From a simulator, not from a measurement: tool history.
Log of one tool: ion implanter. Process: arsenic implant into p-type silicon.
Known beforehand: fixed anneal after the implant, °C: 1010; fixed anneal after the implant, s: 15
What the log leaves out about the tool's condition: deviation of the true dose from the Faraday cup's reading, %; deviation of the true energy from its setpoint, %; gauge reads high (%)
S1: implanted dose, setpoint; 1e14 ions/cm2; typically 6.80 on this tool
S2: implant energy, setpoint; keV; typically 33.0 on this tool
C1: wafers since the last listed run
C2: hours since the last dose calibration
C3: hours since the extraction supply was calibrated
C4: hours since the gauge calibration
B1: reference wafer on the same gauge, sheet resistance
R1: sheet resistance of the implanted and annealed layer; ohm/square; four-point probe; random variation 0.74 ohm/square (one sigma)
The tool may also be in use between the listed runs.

| run | hour | S1 | S2 | C1 | C2 | C3 | C4 | B1 | R1 |
|---|---|---|---|---|---|---|---|---|---|
| 1 | 0.0 | 6.80 | 33.0 | 0 | 1495.0 | 1665.8 | 876.0 | 158.92 | 157.17 |
| 2 | 27.9 | 6.80 | 33.0 | 604 | 1522.9 | 1693.7 | 903.9 | 159.06 | 158.19 |
| 3 | 51.4 | 6.80 | 33.0 | 509 | 1546.4 | 1717.2 | 927.4 | 158.85 | 158.18 |
| 4 | 80.8 | 6.80 | 33.0 | 637 | 1575.8 | 1746.6 | 956.8 | 158.99 | 158.84 |
| 5 | 112.6 | 6.80 | 33.0 | 689 | 1607.6 | 1778.4 | 988.6 | 159.10 | 157.43 |
| 6 | 126.6 | 6.80 | 33.0 | 303 | 1621.6 | 1792.4 | 1002.6 | 158.82 | 158.99 |
| 7 | 145.1 | 8.29 | 33.0 | 400 | 1640.1 | 1810.9 | 1021.1 | 158.97 | 137.41 |
| 8 | 179.2 | 8.29 | 33.0 | 738 | 1674.2 | 1845.0 | 1055.2 | 158.94 | 137.44 |
| 9 | 213.2 | 8.29 | 33.0 | 736 | 1708.2 | 1879.0 | 1089.2 | 158.85 | 137.75 |
| 10 | 227.7 | 6.80 | 33.0 | 314 | 1722.7 | 1893.5 | 1103.7 | 158.86 | 157.80 |
|  | 249.0 | gauge calibrated |
| 11 | 261.1 | 6.80 | 33.0 | 723 | 1756.1 | 1926.9 | 12.1 | 158.97 | 159.32 |
| 12 | 286.9 | 6.80 | 33.0 | 559 | 1781.9 | 1952.7 | 37.9 | 159.07 | 159.12 |
| 13 | 320.7 | 8.24 | 33.0 | 732 | 1815.7 | 1986.5 | 71.7 | 158.89 | 138.28 |
| 14 | 362.3 | 8.24 | 33.0 | 901 | 1857.3 | 2028.1 | 113.3 | 158.74 | 137.36 |
| 15 | 380.9 | 6.80 | 33.0 | 403 | 1875.9 | 2046.7 | 131.9 | 159.11 | 159.03 |
| 16 | 398.8 | 5.97 | 36.5 | 387 | 1893.8 | 2064.6 | 149.8 | 159.02 | 171.74 |
| 17 | 418.5 | 8.04 | 27.0 | 426 | 1913.5 | 2084.3 | 169.5 | 158.96 | 147.55 |
| 18 | 443.5 | 7.57 | 44.0 | 541 | 1938.5 | 2109.3 | 194.5 | 158.93 | 140.75 |
| 19 | 465.8 | 6.80 | 30.0 | 483 | 1960.8 | 2131.6 | 216.8 | 159.04 | 162.50 |
| 20 | 498.4 | 7.96 | 22.5 | 706 | 1993.4 | 2164.2 | 249.4 | 158.94 | 153.48 |
| 21 | 533.5 | 5.28 | 23.0 | 760 | 2028.5 | 2199.3 | 284.5 | 159.07 | 205.45 |
| 22 | 562.5 | 6.80 | 33.0 | 628 | 2057.5 | 2228.3 | 313.5 | 159.07 | 159.37 |
| 23 | 585.5 | 6.80 | 42.0 | 498 | 2080.5 | 2251.3 | 336.5 | 159.07 | 151.97 |
| 24 | 611.8 | 6.80 | 38.5 | 569 | 2106.8 | 2277.6 | 362.8 | 159.11 | 156.21 |
| 25 | 647.3 | 5.58 | 36.5 | 769 | 2142.3 | 2313.1 | 398.3 | 159.16 | 183.23 |
|  | 663.5 | Faraday cup replaced and dose calibrated |
| 26 | 679.4 | 6.28 | 41.0 | 522 | 15.9 | 2345.2 | 430.4 | 158.98 | 167.14 |
| 27 | 706.4 | 7.37 | 40.5 | 585 | 42.9 | 2372.2 | 457.4 | 159.17 | 149.88 |
| 28 | 719.3 | 5.65 | 36.5 | 279 | 55.8 | 2385.1 | 470.3 | 158.95 | 183.98 |
| 29 | 747.4 | 6.80 | 33.0 | 608 | 83.9 | 2413.2 | 498.4 | 159.06 | 162.78 |
| 30 | 763.8 | 6.24 | 27.0 | 355 | 100.3 | 2429.6 | 514.8 | 159.00 | 180.89 |
|  | 802.9 | extraction supply calibrated |
|  | 840.2 | Faraday cup replaced and dose calibrated, repeated, since the last time left the tool worse |
| 31 | 863.8 | 5.18 | 43.5 | 1820 | 23.6 | 60.9 | 614.8 | 158.90 | 181.83 |
| 32 | 899.2 | 6.24 | 27.0 | 767 | 59.0 | 96.3 | 650.2 | 159.13 | 171.13 |
| 33 | 921.5 | 6.80 | 38.5 | 483 | 81.3 | 118.6 | 672.5 | 158.81 | 150.56 |
| 34 | 1025.1 | 6.80 | 30.0 | 2244 | 184.9 | 222.2 | 776.1 | 158.83 | 158.15 |
| 35 | 1059.1 | 8.44 | 33.0 | 736 | 218.9 | 256.2 | 810.1 | 158.77 | 131.72 |
| 36 | 1075.7 | 8.22 | 33.0 | 359 | 235.5 | 272.8 | 826.7 | 158.92 | 135.87 |
| 37 | 1101.3 | 6.19 | 33.0 | 554 | 261.1 | 298.4 | 852.3 | 159.26 | 167.12 |
| 38 | 1118.6 | 5.18 | 25.5 | 374 | 278.4 | 315.7 | 869.6 | 159.01 | 198.73 |

3 options for the next run, each taken on its own from the tool as it stands now. Forecast them:
| A | 1119.0 | 5.60 | 33.0 | 8 | 278.8 | 316.1 | 870.0 | ? | ? |
| B | 1119.0 | 6.80 | 42.5 | 8 | 278.8 | 316.1 | 870.0 | ? | ? |
| C | 1119.0 | 5.80 | 29.5 | 8 | 278.8 | 316.1 | 870.0 | ? | ? |

| run | B1 | R1 |
|---|---|---|
| A | 158.94 | 180.29 |
| B | 158.94 | 149.16 |
| C | 158.94 | 178.89 |
Stripped of hidden state, with their random variation kept, the same runs would have yielded:
| run | R1 |
|---|---|
| A | 179.97 |
| B | 148.89 |
| C | 178.59 |

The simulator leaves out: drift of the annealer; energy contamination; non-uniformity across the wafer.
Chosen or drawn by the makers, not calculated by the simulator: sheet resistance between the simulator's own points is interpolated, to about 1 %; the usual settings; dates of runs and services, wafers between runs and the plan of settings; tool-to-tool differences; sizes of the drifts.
